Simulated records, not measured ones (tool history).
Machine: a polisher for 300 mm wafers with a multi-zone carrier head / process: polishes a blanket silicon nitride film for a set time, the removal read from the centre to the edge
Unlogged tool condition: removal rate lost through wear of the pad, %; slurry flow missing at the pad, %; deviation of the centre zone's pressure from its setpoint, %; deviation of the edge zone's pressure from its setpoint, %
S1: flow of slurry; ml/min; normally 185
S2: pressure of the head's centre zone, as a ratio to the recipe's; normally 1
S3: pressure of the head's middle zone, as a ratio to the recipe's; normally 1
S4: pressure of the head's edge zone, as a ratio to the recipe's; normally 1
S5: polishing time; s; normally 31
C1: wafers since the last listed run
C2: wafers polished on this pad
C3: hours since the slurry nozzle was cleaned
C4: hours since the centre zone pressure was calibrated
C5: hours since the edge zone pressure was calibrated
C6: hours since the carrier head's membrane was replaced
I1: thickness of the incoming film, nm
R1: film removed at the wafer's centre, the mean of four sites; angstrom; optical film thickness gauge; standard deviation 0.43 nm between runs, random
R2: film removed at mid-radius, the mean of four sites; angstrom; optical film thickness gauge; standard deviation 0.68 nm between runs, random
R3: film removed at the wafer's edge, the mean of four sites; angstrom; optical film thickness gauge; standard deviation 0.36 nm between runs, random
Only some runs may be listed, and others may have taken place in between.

run 1 hour=0 | S1=185 S2=1 S3=1 S4=1 S5=31 | C1=0 C2=534 C3=101.3 C4=1169.1 C5=261.3 C6=830.9 | I1=879.3 | R1=397 R2=401 R3=409
-- hour=13.3 worn pad replaced by a new one
run 2 hour=13.8 | S1=185 S2=1 S3=1 S4=1 S5=31 | C1=105 C2=5 C3=115.1 C4=1182.9 C5=275.1 C6=844.7 | I1=901 | R1=415 R2=432 R3=440
run 3 hour=25.4 | S1=185 S2=1 S3=1 S4=1 S5=31 | C1=124 C2=130 C3=126.7 C4=1194.5 C5=286.7 C6=856.3 | I1=891.4 | R1=415 R2=416 R3=434
run 4 hour=42.5 | S1=150 S2=1 S3=1 S4=1 S5=31 | C1=184 C2=314 C3=143.8 C4=1211.6 C5=303.8 C6=873.4 | I1=882.7 | R1=375 R2=392 R3=400
run 5 hour=48.8 | S1=150 S2=1 S3=1 S4=1 S5=31 | C1=67 C2=381 C3=150.1 C4=1217.9 C5=310.1 C6=879.7 | I1=893 | R1=368 R2=377 R3=404
-- hour=55.6 carrier head's membrane replaced by a new one
run 6 hour=59.7 | S1=185 S2=1 S3=1 S4=0.91 S5=25 | C1=63 C2=445 C3=161 C4=1228.8 C5=321 C6=4.1 | I1=904.9 | R1=306 R2=306 R3=314
-- hour=71 centre zone pressure recalibrated
run 7 hour=77.5 | S1=185 S2=1 S3=1 S4=0.91 S5=25 | C1=170 C2=615 C3=178.8 C4=6.5 C5=338.8 C6=21.9 | I1=900.8 | R1=304 R2=305 R3=308
run 8 hour=84.1 | S1=185 S2=1 S3=1 S4=0.91 S5=25 | C1=71 C2=686 C3=185.4 C4=13.1 C5=345.4 C6=28.5 | I1=882.6 | R1=298 R2=306 R3=301
-- hour=96.1 worn pad replaced by a new one
run 9 hour=99.3 | S1=185 S2=1 S3=1 S4=1 S5=31 | C1=120 C2=34 C3=200.6 C4=28.3 C5=360.6 C6=43.7 | I1=903 | R1=412 R2=415 R3=430
run 10 hour=112.3 | S1=185 S2=1 S3=1 S4=1 S5=31 | C1=139 C2=173 C3=213.6 C4=41.3 C5=373.6 C6=56.7 | I1=890.9 | R1=406 R2=404 R3=421
run 11 hour=121.5 | S1=210 S2=1 S3=1 S4=1 S5=31 | C1=98 C2=272 C3=222.8 C4=50.5 C5=382.8 C6=65.9 | I1=894.5 | R1=410 R2=416 R3=432
run 12 hour=136.6 | S1=185 S2=1 S3=1.06 S4=0.97 S5=31 | C1=162 C2=435 C3=237.9 C4=65.6 C5=397.9 C6=81 | I1=894.7 | R1=389 R2=407 R3=401
-- hour=139.7 edge zone pressure recalibrated
run 13 hour=152.7 | S1=185 S2=1 S3=1 S4=1 S5=31 | C1=151 C2=587 C3=254 C4=81.7 C5=13 C6=97.1 | I1=873.2 | R1=369 R2=379 R3=398
-- hour=161.2 slurry nozzle cleaned
run 14 hour=164.7 | S1=185 S2=1 S3=0.9 S4=1 S5=27 | C1=118 C2=705 C3=3.5 C4=93.7 C5=25 C6=109.1 | I1=883.4 | R1=362 R2=332 R3=369
-- hour=169.7 worn pad replaced by a new one
run 15 hour=182.4 | S1=185 S2=1.11 S3=0.95 S4=1 S5=31 | C1=147 C2=137 C3=21.2 C4=111.4 C5=42.7 C6=126.8 | I1=888.6 | R1=497 R2=443 R3=458
run 16 hour=195.1 | S1=185 S2=1 S3=1 S4=1 S5=25 | C1=136 C2=273 C3=33.9 C4=124.1 C5=55.4 C6=139.5 | I1=873.4 | R1=353 R2=354 R3=360
run 17 hour=202.5 | S1=185 S2=1 S3=1 S4=1 S5=31 | C1=79 C2=353 C3=41.3 C4=131.5 C5=62.8 C6=146.9 | I1=889.2 | R1=423 R2=421 R3=436
run 18 hour=219.1 | S1=225 S2=1 S3=1 S4=1 S5=35 | C1=178 C2=531 C3=57.9 C4=148.1 C5=79.4 C6=163.5 | I1=871.8 | R1=485 R2=473 R3=489
run 19 hour=228.8 | S1=185 S2=1 S3=1 S4=1 S5=31 | C1=104 C2=636 C3=67.6 C4=157.8 C5=89.1 C6=173.2 | I1=893.6 | R1=403 R2=401 R3=415
run 20 hour=235.5 | S1=185 S2=1 S3=1 S4=1 S5=36 | C1=72 C2=708 C3=74.3 C4=164.5 C5=95.8 C6=179.9 | I1=875 | R1=461 R2=453 R3=472
-- hour=241.4 worn pad replaced by a new one
run 21 hour=243.8 | S1=185 S2=1 S3=1 S4=1 S5=31 | C1=46 C2=26 C3=82.6 C4=172.8 C5=104.1 C6=188.2 | I1=896.5 | R1=436 R2=431 R3=452

For each entry between runs, how does the tool's hidden state at the last listed run before it compare with that at the first listed run after it?
Logged between run 1 and run 2: worn pad replaced by a new one (hour 13.3)
  removal rate lost through wear of the pad, %: 9.24 -> 0.957; slurry flow missing at the pad, %: 31.4 -> 33.2
  the result without the hidden state subtracted from the measured one, R1: -81 -> -47 angstrom; R2: -77 -> -43 angstrom; R3: -68 -> -33 angstrom
Logged between run 5 and run 6: carrier head's membrane replaced by a new one (hour 55.6)
  removal rate lost through wear of the pad, %: 6.17 -> 7.79; slurry flow missing at the pad, %: 36.6 -> 37.4
  the result without the hidden state subtracted from the measured one, R1: -84 -> -67 angstrom; R2: -78 -> -62 angstrom; R3: -65 -> -53 angstrom
Logged between run 6 and run 7: centre zone pressure recalibrated (hour 71)
  removal rate lost through wear of the pad, %: 7.79 -> 10.4; slurry flow missing at the pad, %: 37.4 -> 38.5
  the result without the hidden state subtracted from the measured one, R1: -67 -> -81 angstrom; R2: -62 -> -75 angstrom; R3: -53 -> -63 angstrom
Logged between run 8 and run 9: worn pad replaced by a new one (hour 96.1)
  removal rate lost through wear of the pad, %: 11.4 -> 1.35; slurry flow missing at the pad, %: 38.8 -> 39.5
  the result without the hidden state subtracted from the measured one, R1: -84 -> -63 angstrom; R2: -79 -> -57 angstrom; R3: -67 -> -43 angstrom
Logged between run 12 and run 13: edge zone pressure recalibrated (hour 139.7)
  removal rate lost through wear of the pad, %: 6.9 -> 9.3; slurry flow missing at the pad, %: 40.6 -> 41
  the result without the hidden state subtracted from the measured one, R1: -90 -> -99 angstrom; R2: -86 -> -93 angstrom; R3: -68 -> -80 angstrom
Logged between run 13 and run 14: slurry nozzle cleaned (hour 161.2)
  removal rate lost through wear of the pad, %: 9.3 -> 11.1; slurry flow missing at the pad, %: 41 -> 3.9
  the result without the hidden state subtracted from the measured one, R1: -99 -> -48 angstrom; R2: -93 -> -44 angstrom; R3: -80 -> -48 angstrom
Logged between run 14 and run 15: worn pad replaced by a new one (hour 169.7)
  removal rate lost through wear of the pad, %: 11.1 -> 2.68; slurry flow missing at the pad, %: 3.9 -> 12
  the result without the hidden state subtracted from the measured one, R1: -48 -> -27 angstrom; R2: -44 -> -23 angstrom; R3: -48 -> -21 angstrom
Logged between run 20 and run 21: worn pad replaced by a new one (hour 241.4)
  removal rate lost through wear of the pad, %: 10.6 -> 0.992; slurry flow missing at the pad, %: 27.7 -> 29.3
  the result without the hidden state subtracted from the measured one, R1: -95 -> -41 angstrom; R2: -88 -> -37 angstrom; R3: -81 -> -29 angstrom

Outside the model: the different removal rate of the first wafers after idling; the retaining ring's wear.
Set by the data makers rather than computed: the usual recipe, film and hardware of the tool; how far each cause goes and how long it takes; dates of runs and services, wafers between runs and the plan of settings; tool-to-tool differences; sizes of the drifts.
